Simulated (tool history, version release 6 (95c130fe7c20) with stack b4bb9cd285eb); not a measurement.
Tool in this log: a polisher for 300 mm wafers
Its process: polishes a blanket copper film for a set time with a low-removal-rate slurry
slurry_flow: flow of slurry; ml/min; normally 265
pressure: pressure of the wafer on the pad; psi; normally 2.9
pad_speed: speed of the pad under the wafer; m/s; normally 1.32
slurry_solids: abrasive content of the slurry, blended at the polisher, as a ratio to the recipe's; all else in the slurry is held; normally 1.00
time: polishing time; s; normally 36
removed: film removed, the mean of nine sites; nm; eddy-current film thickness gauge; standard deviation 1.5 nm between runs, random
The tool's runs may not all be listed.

run,hour,slurry_flow,pressure,pad_speed,slurry_solids,time,wafers since the last listed run,wafers polished on this pad,hours since the slurry nozzle was cleaned,hours since the head pressure was calibrated,hours since the slurry blender was calibrated,"incoming thickness of the incoming film, nm",removed
1,0.0,265,2.6,1.32,1.00,36,0,894,359.3,221.0,101.7,1000.8,103.5
# hour 146.8: worn pad replaced by a new one
# hour 153.8: slurry blender recalibrated
2,201.1,265,2.6,1.32,1.00,36,1414,379,560.4,422.1,47.3,1006.1,101.8
# hour 214.8: slurry nozzle cleaned
3,252.6,265,2.6,1.32,1.00,36,366,745,37.8,473.6,98.8,1011.7,101.9
4,316.5,265,2.9,0.98,1.00,36,463,1208,101.7,537.5,162.7,991.8,88.5
5,353.3,265,2.9,0.98,1.00,36,266,1475,138.5,574.3,199.5,1017.9,89.3
# hour 415.6: slurry blender recalibrated
# hour 424.1: worn pad replaced by a new one
6,445.7,265,2.9,1.32,1.00,36,626,156,230.9,666.7,30.1,999.8,106.1
7,519.5,265,2.9,1.32,1.00,36,535,692,304.7,740.5,103.9,1001.6,103.2
8,560.3,265,2.9,1.32,1.00,36,295,987,345.5,781.3,144.7,996.0,105.0
# hour 600.1: slurry blender recalibrated, repeated, since the last time left the tool worse
9,625.9,205,3.3,1.32,1.00,36,461,1449,411.1,846.9,25.8,1013.3,123.6
# hour 659.8: worn pad replaced by a new one
10,668.0,265,2.9,1.32,1.00,36,276,59,453.2,889.0,67.9,996.3,115.7
11,772.8,265,2.9,1.32,1.00,36,759,819,558.0,993.8,172.7,983.6,111.4
12,811.8,265,2.9,1.48,1.00,40,282,1102,597.0,1032.8,211.7,984.0,138.1
# hour 853.2: slurry nozzle cleaned
# hour 854.4: head pressure recalibrated
# hour 857.7: slurry blender recalibrated
13,875.5,265,2.1,0.88,1.00,36,431,1533,22.3,21.1,17.8,998.6,59.8
# hour 946.5: worn pad replaced by a new one
14,947.8,265,2.9,1.32,1.00,36,495,9,94.6,93.4,90.1,991.2,114.3
15,987.8,265,3.7,1.32,1.00,41,290,299,134.6,133.4,130.1,999.0,165.0
16,1060.8,305,2.9,1.78,0.75,31,529,828,207.6,206.4,203.1,998.4,120.9
# hour 1121.0: slurry blender recalibrated
# hour 1236.6: worn pad replaced by a new one
17,1241.7,300,2.9,1.70,1.00,46,1268,37,388.5,387.3,120.7,1015.0,182.5
18,1328.8,265,2.9,1.64,0.90,36,631,668,475.6,474.4,207.8,1003.2,131.4

What was the tool's hidden state at every run in the log?
removal rate lost through wear of the pad, %: 0 on each run
slurry flow missing at the pad, %: 0 on each run
deviation of the head's pressure from its setpoint, %: 0 on each run
H1: abrasive missing from the slurry, %
run,H1
1,5.34
2,3.88
3,5.74
4,9.86
5,13.1
6,37.8
7,40.2
8,42.7
9,1.38
10,2.35
11,8.57
12,12.3
13,0.245
14,2.17
15,4.34
16,10.3
17,3.88
18,10.9

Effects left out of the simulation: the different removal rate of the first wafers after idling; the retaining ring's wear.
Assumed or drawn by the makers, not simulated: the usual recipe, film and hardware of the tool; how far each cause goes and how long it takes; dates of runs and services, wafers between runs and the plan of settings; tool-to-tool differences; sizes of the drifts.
